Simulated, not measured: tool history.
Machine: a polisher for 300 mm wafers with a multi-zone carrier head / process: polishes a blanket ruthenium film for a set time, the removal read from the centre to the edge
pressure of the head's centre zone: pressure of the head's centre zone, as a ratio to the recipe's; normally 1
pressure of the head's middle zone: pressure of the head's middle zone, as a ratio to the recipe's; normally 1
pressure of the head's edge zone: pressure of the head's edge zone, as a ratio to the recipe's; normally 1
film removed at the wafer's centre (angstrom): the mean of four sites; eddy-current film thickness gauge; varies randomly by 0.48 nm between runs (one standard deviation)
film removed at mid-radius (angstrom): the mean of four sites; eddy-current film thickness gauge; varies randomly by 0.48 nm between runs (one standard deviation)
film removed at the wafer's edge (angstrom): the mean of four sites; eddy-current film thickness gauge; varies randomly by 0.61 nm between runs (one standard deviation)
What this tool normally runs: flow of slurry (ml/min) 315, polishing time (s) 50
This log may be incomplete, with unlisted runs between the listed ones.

run     day  flow of slurry (ml/min)  pressure of the head's centre zone  pressure of the head's middle zone  pressure of the head's edge zone  polishing time (s)  incoming thickness of the incoming film, nm  film removed at the wafer's centre (angstrom)  film removed at mid-radius (angstrom)  film removed at the wafer's edge (angstrom)
  1       0                      315                                   1                                   1                                 1                  50                                        575.3                                            653                                    649                                          665
  2   1.758                      315                                   1                                   1                                 1                  50                                        576.6                                            648                                    653                                          668
      9.204  -- worn pad replaced by a new one
  3  12.079                      315                                   1                                   1                                 1                  50                                        585.6                                            660                                    654                                          656
  4  14.029                      315                                   1                                   1                                 1                  50                                        575.5                                            662                                    645                                          669
  5  17.721                      315                                   1                                   1                                 1                  50                                          590                                            645                                    647                                          667
     18.433  -- carrier head's membrane replaced by a new one
     19.354  -- slurry nozzle cleaned
     20.058  -- centre zone pressure recalibrated
  6   21.55                      315                                   1                                   1                                 1                  50                                        571.3                                            660                                    654                                          659
     22.133  -- edge zone pressure recalibrated
  7  24.754                      315                                   1                                   1                                 1                  50                                        590.9                                            656                                    655                                          670
     34.067  -- worn pad replaced by a new one
  8  35.288                      315                                   1                                   1                                 1                  45                                        583.8                                            591                                    583                                          603
  9  39.692                      315                                   1                                   1                                 1                  50                                        584.7                                            664                                    652                                          660
     40.612  -- centre zone pressure recalibrated
 10  43.388                      425                                   1                                   1                                 1                  58                                        588.5                                            774                                    772                                          790
 11  47.254                      205                                0.96                                   1                                 1                  68                                          569                                            805                                    827                                          877
     47.488  -- carrier head's membrane replaced by a new one
     47.842  -- slurry nozzle cleaned
 12  51.262                      205                                   1                                0.92                                 1                  50                                        582.8                                            612                                    583                                          630
 13  53.183                      315                                   1                                   1                              1.03                  50                                        568.7                                            655                                    652                                          664
 14  56.258                      315                                   1                                   1                              0.96                  50                                        580.2                                            660                                    649                                          656
 15  60.212                      315                                   1                                   1                              1.07                  50                                        585.6                                            649                                    656                                          680
       61.1  -- edge zone pressure recalibrated
     61.446  -- worn pad replaced by a new one
 16  64.179                      420                                   1                                0.89                                 1                  50                                        584.3                                            665                                    608                                          678
     65.842  -- centre zone pressure recalibrated
 17  67.983                      390                                   1                                   1                                 1                  50                                        583.8                                            674                                    662                                          681
     71.183  -- slurry nozzle cleaned
 18  72.012                      315                                   1                                   1                              1.02                  50                                        582.4                                            657                                    649                                          662
 19  75.967                      425                                   1                                   1                                 1                  58                                        577.7                                            786                                    777                                          794
     76.996  -- carrier head's membrane replaced by a new one
 20  79.425                      315                                   1                                   1                                 1                  50                                          581                                            646                                    652                                          656
 21  82.142                      315                                   1                                   1                                 1                  50                                        579.7                                            655                                    658                                          660
 22  84.617                      315                                0.94                                   1                                 1                  50                                        581.3                                            616                                    661                                          660

Branching from run 22: 4 alternative next runs. What would each branch give?
  A  84.633                      315                                   1                                   1                              0.93                  50                                        581.5                                              ?                                      ?                                            ?
  B  84.633                      315                                   1                                0.88                              0.93                  50                                        581.5                                              ?                                      ?                                            ?
  C  84.633                      315                                1.12                                   1                                 1                  35                                        581.5                                              ?                                      ?                                            ?
  D  84.633                      315                                 0.9                                   1                                 1                  50                                        581.5                                              ?                                      ?                                            ?

run  film removed at the wafer's centre (angstrom)  film removed at mid-radius (angstrom)  film removed at the wafer's edge (angstrom)
  A                                            646                                    654                                          641
  B                                            645                                    588                                          642
  C                                            507                                    457                                          459
  D                                            581                                    654                                          656
Had the tool no hidden state, the same runs would have come out as:
run  film removed at the wafer's centre (angstrom)  film removed at mid-radius (angstrom)  film removed at the wafer's edge (angstrom)
  A                                            646                                    654                                          641
  B                                            645                                    588                                          642
  C                                            507                                    457                                          459
  D                                            581                                    654                                          656
